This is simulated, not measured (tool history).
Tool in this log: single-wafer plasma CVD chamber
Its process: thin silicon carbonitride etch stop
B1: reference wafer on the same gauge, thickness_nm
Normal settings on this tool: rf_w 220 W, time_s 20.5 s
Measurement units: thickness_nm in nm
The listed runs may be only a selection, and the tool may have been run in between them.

Run 1, hour 0.0: usual settings but time_s 21.8 s; B1 12.309. Result: thickness_nm 13.838 nm.
Run 2, hour 30.1: usual settings but time_s 21.8 s; B1 12.297. Result: thickness_nm 13.818 nm.
Run 3, hour 63.7: usual settings; B1 12.300. Result: thickness_nm 13.028 nm.
Run 4, hour 86.3: usual settings; B1 12.293. Result: thickness_nm 12.999 nm.
Run 5, hour 121.4: usual settings; B1 12.309. Result: thickness_nm 12.997 nm.
Run 6, hour 140.4: usual settings; B1 12.304. Result: thickness_nm 12.949 nm.
Run 7, hour 160.7: usual settings; B1 12.308. Result: thickness_nm 12.967 nm.
Run 8, hour 187.1: usual settings; B1 12.314. Result: thickness_nm 12.996 nm.
At hour 201.1: RF generator calibrated.
Run 9, hour 215.8: usual settings; B1 12.310. Result: thickness_nm 13.435 nm.
Run 10, hour 236.1: usual settings but time_s 17.8 s; B1 12.305. Result: thickness_nm 11.681 nm.
At hour 246.2: showerhead replaced.
Run 11, hour 248.6: usual settings; B1 12.298. Result: thickness_nm 13.456 nm.
Run 12, hour 263.1: usual settings; B1 12.298. Result: thickness_nm 13.424 nm.
Run 13, hour 281.7: usual settings; B1 12.314. Result: thickness_nm 13.402 nm.
Run 14, hour 295.1: usual settings; B1 12.310. Result: thickness_nm 13.456 nm.
Run 15, hour 307.5: usual settings but rf_w 180 W, time_s 21.7 s; B1 12.296. Result: thickness_nm 13.124 nm.
Run 16, hour 333.9: usual settings; B1 12.295. Result: thickness_nm 13.431 nm.
At hour 360.3: thermocouple changed; heater temperature recalibrated.
Run 17, hour 362.7: usual settings but rf_w 255 W, time_s 17.2 s; B1 12.296. Result: thickness_nm 11.938 nm.
At hour 386.5: gauge calibrated.
Run 18, hour 398.3: usual settings but rf_w 190 W, time_s 21.6 s; B1 12.303. Result: thickness_nm 13.371 nm.
Run 19, hour 410.6: usual settings but rf_w 260 W; B1 12.306. Result: thickness_nm 14.271 nm.
Run 20, hour 441.0: usual settings; B1 12.310. Result: thickness_nm 13.425 nm.
Run 21, hour 462.5: usual settings but rf_w 205 W, time_s 17.5 s; B1 12.316. Result: thickness_nm 11.113 nm.
Run 22, hour 475.6: usual settings but rf_w 180 W, time_s 17.9 s; B1 12.316. Result: thickness_nm 10.801 nm.
Run 23, hour 501.2: usual settings but rf_w 185 W, time_s 23.4 s; B1 12.297. Result: thickness_nm 14.211 nm.
Run 24, hour 519.0: usual settings; B1 12.295. Result: thickness_nm 13.385 nm.
Run 25, hour 553.2: usual settings but rf_w 240 W, time_s 19.3 s; B1 12.306. Result: thickness_nm 13.042 nm.
Run 26, hour 581.7: usual settings but rf_w 240 W; B1 12.299. Result: thickness_nm 13.847 nm.
Run 27, hour 617.4: usual settings; B1 12.306. Result: thickness_nm 13.364 nm.
Run 28, hour 650.9: usual settings; B1 12.304. Result: thickness_nm 13.383 nm.

Some steps in thickness_nm, run to run, broken into two amounts with sign: the step expected even without the hidden condition (settings, incoming material, random variation), and the rest, left for the hidden condition together with whatever gauge scatter is not in both the measured and the hidden-condition-free result:
The hidden state here: wafer temperature above the value expected at the setpoint (K); delivered RF power above the setpoint (%); gauge reads high (%).
Run 2 -> 3: time_s 21.8 -> 20.5. thickness_nm -0.790 nm: hidden state +0.022, all else -0.812.
Run 8 -> 9: RF generator calibrated. thickness_nm +0.439 nm: hidden state +0.465, all else -0.026.
Run 20 -> 21: rf_w 220 -> 205, time_s 20.5 -> 17.5. thickness_nm -2.312 nm: hidden state +0.007, all else -2.319.
Run 22 -> 23: rf_w 180 -> 185, time_s 17.9 -> 23.4. thickness_nm +3.410 nm: hidden state -0.021, all else +3.431.
